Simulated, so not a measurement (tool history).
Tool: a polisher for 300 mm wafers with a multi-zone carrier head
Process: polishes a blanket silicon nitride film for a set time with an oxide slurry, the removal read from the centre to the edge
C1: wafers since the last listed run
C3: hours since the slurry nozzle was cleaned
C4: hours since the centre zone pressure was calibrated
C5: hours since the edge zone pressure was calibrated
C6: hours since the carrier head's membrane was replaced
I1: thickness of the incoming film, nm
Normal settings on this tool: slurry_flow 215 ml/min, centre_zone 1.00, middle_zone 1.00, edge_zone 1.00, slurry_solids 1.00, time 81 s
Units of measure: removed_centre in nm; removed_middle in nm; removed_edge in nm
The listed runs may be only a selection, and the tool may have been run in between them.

{"run": 1, "hour": 0.0, "slurry_flow": 215, "centre_zone": 1.0, "middle_zone": 1.0, "edge_zone": 1.0, "slurry_solids": 1.0, "time": 81, "C1": 0, "wafers polished on this pad": 919, "C3": 141.3, "C4": 203.7, "C5": 1256.4, "C6": 1105.6, "I1": 459.1, "removed_centre": 45.4, "removed_middle": 44.3, "removed_edge": 45.5}
{"hour": 5.0, "done": "edge zone pressure recalibrated"}
{"run": 2, "hour": 26.3, "slurry_flow": 215, "centre_zone": 1.0, "middle_zone": 1.0, "edge_zone": 1.0, "slurry_solids": 1.0, "time": 81, "C1": 162, "wafers polished on this pad": 1081, "C3": 167.6, "C4": 230.0, "C5": 21.3, "C6": 1131.9, "I1": 451.0, "removed_centre": 45.4, "removed_middle": 44.5, "removed_edge": 46.7}
{"hour": 33.0, "done": "worn pad replaced by a new one"}
{"run": 3, "hour": 51.3, "slurry_flow": 215, "centre_zone": 0.92, "middle_zone": 1.0, "edge_zone": 1.0, "slurry_solids": 1.0, "time": 81, "C1": 140, "wafers polished on this pad": 122, "C3": 192.6, "C4": 255.0, "C5": 46.3, "C6": 1156.9, "I1": 456.4, "removed_centre": 41.1, "removed_middle": 43.8, "removed_edge": 45.4}
{"run": 4, "hour": 68.7, "slurry_flow": 215, "centre_zone": 0.94, "middle_zone": 1.0, "edge_zone": 1.0, "slurry_solids": 1.0, "time": 81, "C1": 116, "wafers polished on this pad": 238, "C3": 210.0, "C4": 272.4, "C5": 63.7, "C6": 1174.3, "I1": 459.9, "removed_centre": 42.1, "removed_middle": 44.2, "removed_edge": 45.6}
{"run": 5, "hour": 81.5, "slurry_flow": 215, "centre_zone": 1.0, "middle_zone": 1.0, "edge_zone": 1.0, "slurry_solids": 1.0, "time": 81, "C1": 85, "wafers polished on this pad": 323, "C3": 222.8, "C4": 285.2, "C5": 76.5, "C6": 1187.1, "I1": 451.3, "removed_centre": 45.4, "removed_middle": 43.6, "removed_edge": 45.4}
{"hour": 107.3, "done": "carrier head's membrane replaced by a new one"}
{"run": 6, "hour": 116.4, "slurry_flow": 215, "centre_zone": 1.0, "middle_zone": 1.0, "edge_zone": 1.0, "slurry_solids": 1.0, "time": 81, "C1": 199, "wafers polished on this pad": 522, "C3": 257.7, "C4": 320.1, "C5": 111.4, "C6": 9.1, "I1": 463.0, "removed_centre": 45.5, "removed_middle": 44.3, "removed_edge": 46.0}
{"run": 7, "hour": 184.1, "slurry_flow": 215, "centre_zone": 1.0, "middle_zone": 1.0, "edge_zone": 1.0, "slurry_solids": 1.0, "time": 81, "C1": 451, "wafers polished on this pad": 974, "C3": 325.4, "C4": 387.8, "C5": 179.1, "C6": 76.8, "I1": 461.7, "removed_centre": 44.2, "removed_middle": 44.2, "removed_edge": 45.0}
{"hour": 210.9, "done": "worn pad replaced by a new one"}
{"run": 8, "hour": 211.4, "slurry_flow": 265, "centre_zone": 1.0, "middle_zone": 1.0, "edge_zone": 1.0, "slurry_solids": 1.0, "time": 67, "C1": 155, "wafers polished on this pad": 3, "C3": 352.7, "C4": 415.1, "C5": 206.4, "C6": 104.1, "I1": 459.5, "removed_centre": 38.1, "removed_middle": 37.4, "removed_edge": 38.4}
{"run": 9, "hour": 231.3, "slurry_flow": 215, "centre_zone": 1.0, "middle_zone": 1.08, "edge_zone": 0.95, "slurry_solids": 1.0, "time": 100, "C1": 132, "wafers polished on this pad": 135, "C3": 372.6, "C4": 435.0, "C5": 226.3, "C6": 124.0, "I1": 453.9, "removed_centre": 54.2, "removed_middle": 58.4, "removed_edge": 54.6}
{"hour": 262.9, "done": "slurry nozzle cleaned"}
{"run": 10, "hour": 318.4, "slurry_flow": 215, "centre_zone": 0.95, "middle_zone": 1.0, "edge_zone": 1.0, "slurry_solids": 1.0, "time": 81, "C1": 574, "wafers polished on this pad": 710, "C3": 55.5, "C4": 522.1, "C5": 313.4, "C6": 211.1, "I1": 460.8, "removed_centre": 38.6, "removed_middle": 40.0, "removed_edge": 43.0}
{"hour": 330.5, "done": "centre zone pressure recalibrated"}
{"run": 11, "hour": 341.2, "slurry_flow": 270, "centre_zone": 1.05, "middle_zone": 1.0, "edge_zone": 1.0, "slurry_solids": 0.75, "time": 81, "C1": 138, "wafers polished on this pad": 848, "C3": 78.3, "C4": 10.7, "C5": 336.2, "C6": 233.9, "I1": 462.2, "removed_centre": 36.4, "removed_middle": 35.5, "removed_edge": 36.6}
{"run": 12, "hour": 355.7, "slurry_flow": 215, "centre_zone": 1.0, "middle_zone": 1.0, "edge_zone": 1.05, "slurry_solids": 1.0, "time": 56, "C1": 96, "wafers polished on this pad": 945, "C3": 92.8, "C4": 25.2, "C5": 350.7, "C6": 248.4, "I1": 457.2, "removed_centre": 28.0, "removed_middle": 28.4, "removed_edge": 30.5}
{"hour": 366.6, "done": "slurry nozzle cleaned, repeated, since the last time left the tool worse"}
{"run": 13, "hour": 371.5, "slurry_flow": 215, "centre_zone": 1.0, "middle_zone": 1.08, "edge_zone": 0.95, "slurry_solids": 1.0, "time": 100, "C1": 98, "wafers polished on this pad": 1044, "C3": 4.9, "C4": 41.0, "C5": 366.5, "C6": 264.2, "I1": 457.9, "removed_centre": 56.1, "removed_middle": 58.9, "removed_edge": 55.3}
{"hour": 382.9, "done": "worn pad replaced by a new one"}
{"run": 14, "hour": 401.9, "slurry_flow": 215, "centre_zone": 0.89, "middle_zone": 1.0, "edge_zone": 0.93, "slurry_solids": 1.0, "time": 81, "C1": 176, "wafers polished on this pad": 127, "C3": 35.3, "C4": 71.4, "C5": 396.9, "C6": 294.6, "I1": 460.1, "removed_centre": 40.7, "removed_middle": 44.8, "removed_edge": 44.5}
{"run": 15, "hour": 434.1, "slurry_flow": 190, "centre_zone": 1.0, "middle_zone": 1.0, "edge_zone": 1.0, "slurry_solids": 0.75, "time": 81, "C1": 214, "wafers polished on this pad": 341, "C3": 67.5, "C4": 103.6, "C5": 429.1, "C6": 326.8, "I1": 458.2, "removed_centre": 36.5, "removed_middle": 36.1, "removed_edge": 37.3}
{"run": 16, "hour": 467.9, "slurry_flow": 215, "centre_zone": 1.0, "middle_zone": 1.0, "edge_zone": 1.05, "slurry_solids": 1.0, "time": 56, "C1": 225, "wafers polished on this pad": 567, "C3": 101.3, "C4": 137.4, "C5": 462.9, "C6": 360.6, "I1": 456.4, "removed_centre": 31.8, "removed_middle": 31.1, "removed_edge": 32.4}

Estimate the outcome of run 17 from the log above:
{"run": 17, "hour": 486.5, "slurry_flow": 215, "centre_zone": 1.0, "middle_zone": 1.04, "edge_zone": 1.12, "slurry_solids": 1.0, "time": 81, "C1": 124, "wafers polished on this pad": 691, "C3": 119.9, "C4": 156.0, "C5": 481.5, "C6": 379.2, "I1": 462.4, "removed_centre": "?", "removed_middle": "?", "removed_edge": "?"}

{"run 17": {"removed_centre": 45.6, "removed_middle": 47.3, "removed_edge": 48.3}}
The same run, on a tool lacking any hidden state, would have yielded removed_centre 45.8 nm, removed_middle 47.5 nm, removed_edge 48.5 nm.
